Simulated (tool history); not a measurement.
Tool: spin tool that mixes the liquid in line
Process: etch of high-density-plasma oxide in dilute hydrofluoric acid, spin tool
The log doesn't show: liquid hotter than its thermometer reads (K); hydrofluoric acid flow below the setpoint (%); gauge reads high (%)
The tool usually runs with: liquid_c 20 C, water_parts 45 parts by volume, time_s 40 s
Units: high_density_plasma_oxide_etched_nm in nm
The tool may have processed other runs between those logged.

run,day,liquid_c,water_parts,time_s,wafers since the last listed run,hours since the thermometer was replaced,hours since the hydrofluoric acid flow meter was replaced,hours since the gauge calibration,"read-back film thickness of the high-density-plasma oxide reference wafer, read on the same gauge (nm)",high_density_plasma_oxide_etched_nm
1,0.000,20,45,40,0,1603.7,202.4,461.2,60.049,4.097
2,1.133,20,45,40,368,1630.9,229.6,488.4,59.983,4.112
3,2.704,20,45,40,510,1668.6,267.3,526.1,60.013,4.131
4,4.500,20,45,50,583,1711.7,310.4,569.2,60.006,5.104
5,7.096,20,45,50,843,1774.0,372.7,631.5,60.006,5.065
6,9.258,20,45,50,702,1825.9,424.6,683.4,59.982,5.012
7,10.450,20,45,40,387,1854.5,453.2,712.0,60.024,4.009
8,12.083,18,55,40,530,1893.7,492.4,751.2,60.011,3.048
9,14.629,20,45,40,827,1954.8,553.5,812.3,59.998,4.039
10,16.096,20,45,40,476,1990.0,588.7,847.5,59.996,4.033
11,24.279,18,45,40,2658,2186.4,785.1,1043.9,59.997,3.695
12,25.971,18,45,40,549,2227.0,825.7,1084.5,60.011,3.690
13,28.525,18,45,40,829,2288.3,887.0,1145.8,59.993,3.719
14,30.629,20,45,40,683,2338.8,937.5,1196.3,59.986,3.958
# day 30.946: thermometer replaced
15,33.554,17,55,60,936,62.6,1007.7,1266.5,59.947,4.161
16,35.121,18,30,20,508,100.2,1045.3,1304.1,59.976,2.792
17,36.850,20,45,40,561,141.7,1086.8,1345.6,59.977,4.008
# day 37.158: hydrofluoric acid flow meter replaced
18,39.183,20,45,40,744,197.7,48.6,1401.6,59.965,4.208

What does the tool deliver on the next run?
19,41.712,20,60,40,821,258.4,109.3,1462.3,?,?

Logged for run 19: read-back film thickness of the high-density-plasma oxide reference wafer, read on the same gauge (nm) 60.009, high_density_plasma_oxide_etched_nm 3.031 nm.
Were there no unlogged condition in the tool, this run, its random variation unchanged, would have produced high_density_plasma_oxide_etched_nm 3.060 nm.
